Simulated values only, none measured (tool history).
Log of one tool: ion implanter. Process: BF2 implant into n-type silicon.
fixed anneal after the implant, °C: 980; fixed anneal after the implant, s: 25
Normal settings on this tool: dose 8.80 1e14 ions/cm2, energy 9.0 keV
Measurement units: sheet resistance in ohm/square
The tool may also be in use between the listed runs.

run,day,dose,energy,"read-back reference wafer on the same gauge, sheet resistance",sheet resistance
1,0.000,8.80,9.0,348.86,329.08
2,2.738,8.80,9.0,348.84,328.67
3,4.442,8.80,9.0,348.76,328.36
4,6.854,8.80,9.0,349.14,328.41
5,9.529,8.80,9.0,348.86,328.76
6,12.454,7.60,9.0,348.97,337.16
7,15.033,7.60,9.0,348.86,337.28
8,16.700,8.80,9.0,349.13,328.83
9,18.633,8.80,9.0,349.26,327.97
10,20.058,8.80,9.0,349.17,328.15
11,21.592,8.80,9.0,349.19,327.75
12,23.012,8.80,9.0,349.06,328.81
13,25.821,8.80,10.0,348.99,316.87
14,28.471,8.80,11.0,348.98,305.79
15,30.675,8.80,9.0,349.04,328.75
# day 33.412: Faraday cup replaced and dose calibrated
16,33.483,8.80,9.0,349.31,331.15
17,34.679,7.17,11.5,349.00,317.45
# day 36.892: extraction supply calibrated
18,36.912,7.07,9.0,348.85,344.83
19,39.412,11.18,7.0,349.06,347.73
# day 44.600: gauge calibrated
20,46.558,10.40,11.0,348.96,300.38
21,49.392,8.80,9.0,349.09,329.60
22,51.150,8.80,9.0,348.98,330.24
23,53.467,8.80,9.0,348.69,329.01
24,56.312,6.49,12.0,349.03,318.45
25,59.046,11.09,10.0,349.06,307.77
26,61.225,6.54,12.0,349.15,316.89
27,62.712,8.80,11.5,349.01,301.56
28,65.379,6.66,8.0,348.92,362.04
29,67.783,6.20,11.5,348.76,326.78

Run-by-run hidden state of the tool:
deviation of the true energy from its setpoint, %: 0 on each run
gauge reads high (%): 0 on each run
H1: deviation of the true dose from the Faraday cup's reading, %
run,H1
1,4.1
2,4.3
3,4.41
4,4.55
5,4.69
6,4.83
7,4.94
8,5
9,5.06
10,5.11
11,5.16
12,5.19
13,5.27
14,5.33
15,5.37
16,-0.393
17,-0.114
18,0.366
19,0.849
20,1.96
21,2.31
22,2.51
23,2.74
24,3
25,3.22
26,3.37
27,3.47
28,3.63
29,3.75
